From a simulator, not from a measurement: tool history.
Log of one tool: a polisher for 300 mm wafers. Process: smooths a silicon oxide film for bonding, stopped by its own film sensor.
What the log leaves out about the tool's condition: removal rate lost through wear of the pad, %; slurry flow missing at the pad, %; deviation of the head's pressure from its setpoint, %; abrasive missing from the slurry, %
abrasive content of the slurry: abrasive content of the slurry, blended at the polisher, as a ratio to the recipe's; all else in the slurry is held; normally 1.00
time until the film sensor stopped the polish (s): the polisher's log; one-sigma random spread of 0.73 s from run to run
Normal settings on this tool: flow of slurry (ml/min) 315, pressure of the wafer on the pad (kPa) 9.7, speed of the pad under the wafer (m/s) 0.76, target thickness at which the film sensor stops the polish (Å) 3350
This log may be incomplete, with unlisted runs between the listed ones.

run	hour	flow of slurry (ml/min)	pressure of the wafer on the pad (kPa)	speed of the pad under the wafer (m/s)	abrasive content of the slurry	target thickness at which the film sensor stops the polish (Å)	wafers since the last listed run	wafers polished on this pad	hours since the slurry nozzle was cleaned	hours since the head pressure was calibrated	hours since the slurry blender was calibrated	incoming thickness of the incoming film, nm	time until the film sensor stopped the polish (s)
1	0.0	315	9.7	0.76	1.00	3350	0	1101	413.7	1115.7	347.5	362.9	69.4
2	7.5	315	9.7	0.76	1.00	3350	44	1146	421.2	1123.2	355.0	368.9	85.9
3	24.2	365	9.7	0.76	1.00	3350	98	1244	437.9	1139.9	371.7	369.1	85.9
4	42.0	315	8.3	0.76	1.00	3350	105	1350	455.7	1157.7	389.5	362.8	82.7
5	49.5	315	9.7	0.76	1.00	3350	44	1394	463.2	1165.2	397.0	377.4	111.7
6	64.2	315	9.7	0.76	1.00	3350	86	1481	477.9	1179.9	411.7	371.4	94.4
# hour 68.8: slurry blender recalibrated
7	74.3	315	11.0	0.76	1.00	3350	47	1529	488.0	1190.0	5.5	374.9	90.1
8	82.7	315	11.0	0.76	1.00	3350	49	1579	496.4	1198.4	13.9	368.2	76.4
# hour 89.3: head pressure recalibrated
9	90.9	260	9.7	1.00	1.25	3270	36	1615	504.6	1.6	22.1	374.0	95.1
# hour 97.2: worn pad replaced by a new one, of another model than before
10	98.7	315	9.7	0.76	1.00	3350	22	8	512.4	9.4	29.9	372.9	88.5
11	114.3	315	9.7	0.76	1.30	3350	92	101	528.0	25.0	45.5	367.5	67.7
12	121.6	315	9.7	0.76	1.00	3350	43	144	535.3	32.3	52.8	371.1	87.0
# hour 125.3: slurry nozzle cleaned
13	135.5	315	12.4	0.96	1.00	3300	76	220	10.2	46.2	66.7	368.6	69.9
14	152.9	395	9.7	0.76	0.90	3350	102	323	27.6	63.6	84.1	371.8	92.0
15	165.6	315	9.7	0.76	1.00	3350	75	398	40.3	76.3	96.8	363.0	68.7
16	183.6	315	6.2	0.76	1.00	3250	106	505	58.3	94.3	114.8	377.4	169.9

Branching from run 16: 5 alternative next runs. What would each branch give?
A	184.0	315	9.7	0.76	1.00	3350	2	507	58.7	94.7	115.2	364.7	?
B	184.0	315	11.0	0.76	1.00	3460	2	507	58.7	94.7	115.2	364.7	?
C	184.0	315	9.7	0.92	0.75	3350	2	507	58.7	94.7	115.2	364.7	?
D	184.0	220	9.7	0.76	1.15	3440	2	507	58.7	94.7	115.2	364.7	?
E	184.0	255	9.7	0.96	1.00	3350	2	507	58.7	94.7	115.2	364.7	?

run	time until the film sensor stopped the polish (s)
A	73.5
B	42.4
C	78.3
D	49.1
E	67.0
What these runs would have given with no unlogged condition in the tool:
run	time until the film sensor stopped the polish (s)
A	68.6
B	39.5
C	73.1
D	45.8
E	62.5
